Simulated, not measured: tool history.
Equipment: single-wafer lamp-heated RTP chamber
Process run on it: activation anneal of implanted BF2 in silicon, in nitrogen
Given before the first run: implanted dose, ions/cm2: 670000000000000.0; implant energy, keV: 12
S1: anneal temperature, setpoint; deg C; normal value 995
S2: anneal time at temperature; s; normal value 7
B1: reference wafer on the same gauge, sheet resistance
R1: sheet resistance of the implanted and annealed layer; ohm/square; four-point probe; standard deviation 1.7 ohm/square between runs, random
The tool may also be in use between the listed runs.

{"run": 1, "day": 0.0, "S1": 1015, "S2": 7, "B1": 395.79, "R1": 303.38}
{"run": 2, "day": 1.262, "S1": 995, "S2": 7, "B1": 395.55, "R1": 337.57}
{"run": 3, "day": 2.158, "S1": 1013, "S2": 7, "B1": 396.36, "R1": 303.39}
{"run": 4, "day": 3.162, "S1": 989, "S2": 5, "B1": 396.05, "R1": 362.46}
{"run": 5, "day": 4.296, "S1": 989, "S2": 5, "B1": 396.81, "R1": 365.61}
{"run": 6, "day": 5.104, "S1": 989, "S2": 5, "B1": 396.98, "R1": 363.2}
{"run": 7, "day": 6.158, "S1": 995, "S2": 7, "B1": 397.37, "R1": 336.49}
{"run": 8, "day": 6.712, "S1": 995, "S2": 7, "B1": 396.98, "R1": 336.69}
{"day": 7.396, "done": "reflector plate cleaned"}
{"run": 9, "day": 7.529, "S1": 995, "S2": 7, "B1": 398.03, "R1": 336.38}
{"run": 10, "day": 8.121, "S1": 995, "S2": 7, "B1": 397.87, "R1": 339.29}
{"run": 11, "day": 9.025, "S1": 995, "S2": 7, "B1": 397.95, "R1": 337.46}
{"run": 12, "day": 10.408, "S1": 995, "S2": 7, "B1": 398.25, "R1": 336.64}
{"run": 13, "day": 11.062, "S1": 995, "S2": 7, "B1": 399.0, "R1": 340.51}
{"run": 14, "day": 11.746, "S1": 981, "S2": 7, "B1": 399.49, "R1": 369.65}
{"run": 15, "day": 12.462, "S1": 995, "S2": 7, "B1": 399.08, "R1": 337.96}
{"run": 16, "day": 13.512, "S1": 995, "S2": 7, "B1": 399.08, "R1": 342.7}
{"run": 17, "day": 14.146, "S1": 995, "S2": 7, "B1": 400.05, "R1": 339.29}
{"day": 15.088, "done": "pyrometer window cleaned and pyrometer calibrated"}
{"day": 15.788, "done": "reflector plate cleaned"}
{"run": 18, "day": 15.808, "S1": 995, "S2": 7, "B1": 400.03, "R1": 337.56}
{"run": 19, "day": 17.1, "S1": 971, "S2": 7, "B1": 400.49, "R1": 399.28}
{"run": 20, "day": 18.112, "S1": 966, "S2": 5, "B1": 402.03, "R1": 426.05}
{"run": 21, "day": 19.046, "S1": 995, "S2": 6, "B1": 401.19, "R1": 347.54}
{"run": 22, "day": 19.617, "S1": 1014, "S2": 10, "B1": 401.42, "R1": 295.49}
{"run": 23, "day": 20.133, "S1": 995, "S2": 7, "B1": 401.33, "R1": 342.43}
{"run": 24, "day": 20.896, "S1": 995, "S2": 7, "B1": 402.47, "R1": 339.88}
{"run": 25, "day": 21.554, "S1": 984, "S2": 7, "B1": 402.42, "R1": 364.02}
{"run": 26, "day": 22.612, "S1": 995, "S2": 3, "B1": 403.02, "R1": 377.12}
{"day": 23.738, "done": "reflector plate cleaned"}
{"run": 27, "day": 23.758, "S1": 967, "S2": 7, "B1": 404.33, "R1": 414.37}
{"run": 28, "day": 24.571, "S1": 1016, "S2": 9, "B1": 405.09, "R1": 296.43}
{"day": 26.075, "done": "gauge calibrated"}
{"run": 29, "day": 27.321, "S1": 977, "S2": 7, "B1": 394.97, "R1": 373.46}
{"day": 28.088, "done": "pyrometer window cleaned and pyrometer calibrated"}
{"run": 30, "day": 28.488, "S1": 995, "S2": 4, "B1": 395.19, "R1": 358.54}
{"run": 31, "day": 29.692, "S1": 995, "S2": 7, "B1": 394.26, "R1": 332.78}
{"day": 30.708, "done": "reflector plate cleaned"}
{"run": 32, "day": 30.762, "S1": 1010, "S2": 7, "B1": 394.73, "R1": 307.42}
{"run": 33, "day": 33.921, "S1": 974, "S2": 9, "B1": 395.42, "R1": 377.97}
{"run": 34, "day": 34.429, "S1": 995, "S2": 7, "B1": 395.72, "R1": 335.82}
{"run": 35, "day": 35.812, "S1": 1009, "S2": 7, "B1": 395.19, "R1": 308.87}
{"run": 36, "day": 37.033, "S1": 995, "S2": 7, "B1": 396.17, "R1": 338.5}

How would selected steps in R1 from run to run divide? Give the signed amount a tool lacking its hidden state would still show from settings, what came in and random variation, and the signed amount left for the hidden state, including any gauge scatter that is not in both of the compared results.
Hidden state at play: true wafer temperature minus pyrometer reading, K; wafer temperature error from the tarnished reflector plate, K; gauge reads high (%).
Run 20 -> 21: S1 966 -> 995, S2 5 -> 6. R1 -78.51 ohm/square: hidden state -0.87, all else -77.64.
Run 26 -> 27: S1 995 -> 967, S2 3 -> 7, reflector plate cleaned. R1 +37.25 ohm/square: hidden state +1.33, all else +35.92.
Run 27 -> 28: S1 967 -> 1016, S2 7 -> 9. R1 -117.94 ohm/square: hidden state -2.28, all else -115.66.
Run 28 -> 29: S1 1016 -> 977, S2 9 -> 7, gauge calibrated. R1 +77.03 ohm/square: hidden state -6.94, all else +83.97.

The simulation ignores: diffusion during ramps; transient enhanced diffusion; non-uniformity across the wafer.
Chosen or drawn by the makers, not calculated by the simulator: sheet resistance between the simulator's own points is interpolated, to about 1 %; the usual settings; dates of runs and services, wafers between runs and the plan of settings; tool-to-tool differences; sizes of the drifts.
